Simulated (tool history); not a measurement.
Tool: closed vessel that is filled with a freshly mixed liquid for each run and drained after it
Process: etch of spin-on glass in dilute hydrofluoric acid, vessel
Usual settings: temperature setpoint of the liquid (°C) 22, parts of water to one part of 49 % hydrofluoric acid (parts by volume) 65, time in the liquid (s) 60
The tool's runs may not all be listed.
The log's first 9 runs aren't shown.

run   hour  temperature setpoint of the liquid (°C)  parts of water to one part of 49 % hydrofluoric acid (parts by volume)  time in the liquid (s)  read-back film thickness of the spin-on glass reference wafer, read on the same gauge (nm)  thickness taken off the spin-on glass on a monitor wafer (Å)
      96.3  -- hydrofluoric acid flow meter replaced
 10  106.5                                       22                                                                      65                      60                                                                                       70.02                                                         343.4
 11  114.1                                     26.5                                                                      65                      60                                                                                       69.98                                                         411.6
 12    122                                       22                                                                      65                      60                                                                                          70                                                         343.4
 13  139.9                                       22                                                                      90                      90                                                                                       70.01                                                           361
 14  148.3                                     24.5                                                                      65                      40                                                                                       69.98                                                         251.5
 15  165.9                                       18                                                                      55                      40                                                                                       70.01                                                         232.9
 16    209                                       27                                                                      75                      70                                                                                       69.98                                                         419.1
 17  218.4                                     25.5                                                                      80                      95                                                                                       70.04                                                         504.2
 18  224.5                                     17.5                                                                      40                      40                                                                                          70                                                         316.2
 19  240.9                                       20                                                                      65                      60                                                                                          70                                                           319
 20  257.8                                       20                                                                      80                      60                                                                                       69.96                                                         253.5
     258.4  -- gauge calibrated
 21  272.4                                       22                                                                      95                      60                                                                                       70.01                                                         228.5
 22  279.2                                       22                                                                      80                      60                                                                                       69.96                                                         275.1
 23  286.8                                       22                                                                      65                      60                                                                                       69.98                                                         344.7
 24  297.4                                       22                                                                      50                      60                                                                                       69.94                                                         459.7
 25  313.7                                       22                                                                      65                      60                                                                                       70.01                                                         344.6
 26  333.7                                       25                                                                      85                      60                                                                                       70.05                                                         292.4
 27  341.5                                       26                                                                      40                      35                                                                                       70.02                                                         400.8
 28  357.8                                       22                                                                      65                      40                                                                                       69.99                                                         229.4
 29    364                                       24                                                                      65                      60                                                                                       70.03                                                         376.6
 30  378.6                                       22                                                                      65                      85                                                                                          70                                                         487.3
 31  390.2                                       26                                                                      55                      85                                                                                       69.98                                                         694.1
 32  399.4                                       24                                                                      40                      70                                                                                       70.01                                                         742.9
 33  412.6                                       22                                                                      65                      80                                                                                       70.04                                                         465.8
 34  425.4                                       20                                                                      65                      60                                                                                       70.01                                                         323.1

Forecast each of these 4 alternatives for the next run:
  A  426.1                                       22                                                                      65                      60                                                                                           ?                                                             ?
  B  426.1                                     18.5                                                                      85                      30                                                                                           ?                                                             ?
  C  426.1                                       17                                                                      85                      85                                                                                           ?                                                             ?
  D  426.1                                       27                                                                      65                      35                                                                                           ?                                                             ?

run  read-back film thickness of the spin-on glass reference wafer, read on the same gauge (nm)  thickness taken off the spin-on glass on a monitor wafer (Å)
  A                                                                                          70                                                         352.6
  B                                                                                          70                                                         113.9
  C                                                                                          70                                                         302.9
  D                                                                                          70                                                         251.6
Without the tool's hidden state the same runs would have given:
run  thickness taken off the spin-on glass on a monitor wafer (Å)
  A                                                         344.5
  B                                                         111.2
  C                                                         295.8
  D                                                         246.1
